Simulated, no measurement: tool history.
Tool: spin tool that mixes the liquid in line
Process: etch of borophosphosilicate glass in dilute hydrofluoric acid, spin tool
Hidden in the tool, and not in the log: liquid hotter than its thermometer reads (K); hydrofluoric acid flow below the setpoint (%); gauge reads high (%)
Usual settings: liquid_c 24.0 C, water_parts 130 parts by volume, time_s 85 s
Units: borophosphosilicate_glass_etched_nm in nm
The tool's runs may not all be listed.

| run | hour | liquid_c | water_parts | time_s | wafers since the last listed run | hours since the thermometer was replaced | hours since the hydrofluoric acid flow meter was replaced | hours since the gauge calibration | read-back film thickness of the borophosphosilicate glass reference wafer, read on the same gauge (nm) | borophosphosilicate_glass_etched_nm |
|---|---|---|---|---|---|---|---|---|---|---|
| 1 | 0.0 | 24.0 | 130 | 60 | 0 | 1960.5 | 453.8 | 74.8 | 40.01 | 23.15 |
| 2 | 11.1 | 24.0 | 130 | 65 | 95 | 1971.6 | 464.9 | 85.9 | 40.00 | 25.41 |
| 3 | 26.9 | 24.0 | 130 | 85 | 136 | 1987.4 | 480.7 | 101.7 | 40.02 | 32.76 |
|  | 54.5 | gauge calibrated |
| 4 | 72.2 | 24.0 | 130 | 85 | 391 | 2032.7 | 526.0 | 17.7 | 39.98 | 32.44 |
| 5 | 84.4 | 21.0 | 130 | 85 | 105 | 2044.9 | 538.2 | 29.9 | 39.98 | 28.62 |
| 6 | 131.1 | 21.0 | 130 | 85 | 403 | 2091.6 | 584.9 | 76.6 | 39.97 | 28.57 |
|  | 137.7 | thermometer replaced |
|  | 138.1 | hydrofluoric acid flow meter replaced |
| 7 | 139.4 | 21.0 | 130 | 85 | 59 | 1.7 | 1.3 | 84.9 | 40.04 | 32.53 |
| 8 | 155.4 | 22.5 | 130 | 85 | 138 | 17.7 | 17.3 | 100.9 | 40.00 | 34.39 |
| 9 | 162.6 | 29.0 | 175 | 55 | 62 | 24.9 | 24.5 | 108.1 | 40.01 | 20.11 |
| 10 | 171.4 | 24.0 | 130 | 85 | 75 | 33.7 | 33.3 | 116.9 | 39.98 | 36.16 |
| 11 | 183.6 | 20.5 | 130 | 85 | 105 | 45.9 | 45.5 | 129.1 | 40.02 | 31.36 |
|  | 186.8 | gauge calibrated |
| 12 | 200.9 | 24.0 | 80 | 35 | 149 | 63.2 | 62.8 | 14.1 | 39.98 | 25.55 |
| 13 | 213.7 | 21.0 | 70 | 55 | 110 | 76.0 | 75.6 | 26.9 | 40.00 | 41.24 |
| 14 | 227.4 | 26.0 | 130 | 85 | 118 | 89.7 | 89.3 | 40.6 | 40.01 | 38.70 |
| 15 | 247.2 | 24.0 | 80 | 45 | 170 | 109.5 | 109.1 | 60.4 | 39.98 | 32.37 |

Forecast each of these 3 alternatives for the next run:
| A | 247.6 | 24.0 | 110 | 85 | 3 | 109.9 | 109.5 | 60.8 | ? | ? |
| B | 247.6 | 21.5 | 130 | 125 | 3 | 109.9 | 109.5 | 60.8 | ? | ? |
| C | 247.6 | 20.0 | 155 | 40 | 3 | 109.9 | 109.5 | 60.8 | ? | ? |

| run | read-back film thickness of the borophosphosilicate glass reference wafer, read on the same gauge (nm) | borophosphosilicate_glass_etched_nm |
|---|---|---|
| A | 39.98 | 42.69 |
| B | 39.98 | 47.01 |
| C | 39.98 | 11.57 |
Without the tool's hidden state the same runs would have given:
| run | borophosphosilicate_glass_etched_nm |
|---|---|
| A | 44.26 |
| B | 48.75 |
| C | 12.00 |
